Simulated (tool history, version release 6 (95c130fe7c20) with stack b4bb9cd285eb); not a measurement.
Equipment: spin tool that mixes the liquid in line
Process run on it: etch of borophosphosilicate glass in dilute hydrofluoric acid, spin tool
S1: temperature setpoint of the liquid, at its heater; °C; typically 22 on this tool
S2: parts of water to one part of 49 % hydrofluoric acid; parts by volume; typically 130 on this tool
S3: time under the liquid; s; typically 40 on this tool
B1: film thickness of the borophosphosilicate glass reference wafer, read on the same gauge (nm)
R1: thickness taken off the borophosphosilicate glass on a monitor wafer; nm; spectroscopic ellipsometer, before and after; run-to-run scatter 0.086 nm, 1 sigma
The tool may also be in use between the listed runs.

Run 1, day 0: usual settings; B1 129.98. Result: R1 11.61 nm.
Run 2, day 4.45: usual settings; B1 130. Result: R1 11.76 nm.
Run 3, day 6.167: usual settings; B1 129.99. Result: R1 11.98 nm.
Run 4, day 10.65: usual settings; B1 130.01. Result: R1 11.95 nm.
Run 5, day 13.342: usual settings; B1 129.97. Result: R1 11.93 nm.
Run 6, day 16.504: usual settings; B1 130. Result: R1 11.81 nm.
Run 7, day 18.946: usual settings; B1 129.97. Result: R1 11.77 nm.
Run 8, day 25.092: usual settings; B1 130.02. Result: R1 11.99 nm.
Run 9, day 28.267: usual settings but S3 50 s; B1 130.01. Result: R1 15.07 nm.
Run 10, day 30.888: usual settings but S3 50 s; B1 130. Result: R1 15.02 nm.
Run 11, day 32.646: usual settings but S3 50 s; B1 130. Result: R1 15.14 nm.
Run 12, day 36.2: usual settings but S1 19.5 °C, S2 185 parts by volume, S3 65 s; B1 129.97. Result: R1 11.96 nm.
At day 37.142: thermometer replaced.
Run 13, day 40.058: usual settings but S2 180 parts by volume, S3 60 s; B1 129.99. Result: R1 12.67 nm.
Run 14, day 43.45: usual settings but S1 24 °C; B1 130. Result: R1 13.46 nm.
At day 44.642: gauge calibrated.
At day 46.446: hydrofluoric acid flow meter replaced.
Run 15, day 47.738: usual settings but S2 155 parts by volume, S3 30 s; B1 130. Result: R1 6.85 nm.
Run 16, day 50.3: usual settings but S2 65 parts by volume; B1 130.01. Result: R1 24.44 nm.
Run 17, day 54.308: usual settings; B1 130.02. Result: R1 11.51 nm.
Run 18, day 57.562: usual settings but S1 20.5 °C, S2 65 parts by volume, S3 50 s; B1 129.96. Result: R1 28.64 nm.
Run 19, day 61.442: usual settings but S2 180 parts by volume, S3 25 s; B1 130.03. Result: R1 4.93 nm.
Run 20, day 65.533: usual settings but S1 26 °C, S2 85 parts by volume, S3 30 s; B1 130.01. Result: R1 16.52 nm.
Run 21, day 67.567: usual settings but S1 20.5 °C; B1 129.99. Result: R1 10.77 nm.
Run 22, day 71.062: usual settings; B1 130. Result: R1 11.56 nm.

What if the next run were any one of these 5? Each begins from the tool's condition after run 22:
Run A, day 71.079: usual settings; B1 ?. Result: R1 ?.
Run B, day 71.079: usual settings but S1 17.5 °C, S2 85 parts by volume, S3 65 s; B1 ?. Result: R1 ?.
Run C, day 71.079: usual settings but S1 19.5 °C, S2 80 parts by volume; B1 ?. Result: R1 ?.
Run D, day 71.079: usual settings but S1 18 °C, S2 95 parts by volume, S3 50 s; B1 ?. Result: R1 ?.
Run E, day 71.079: usual settings but S1 23.5 °C; B1 ?. Result: R1 ?.

run      B1     R1
  A  130.02  11.62
  B  130.02  25.19
  C  130.02  18.02
  D  130.02  17.52
  E  130.02  12.32
With no hidden state in the tool, these same runs would have given:
run     R1
  A  11.23
  B   24.4
  C  17.45
  D  16.97
  E  11.92

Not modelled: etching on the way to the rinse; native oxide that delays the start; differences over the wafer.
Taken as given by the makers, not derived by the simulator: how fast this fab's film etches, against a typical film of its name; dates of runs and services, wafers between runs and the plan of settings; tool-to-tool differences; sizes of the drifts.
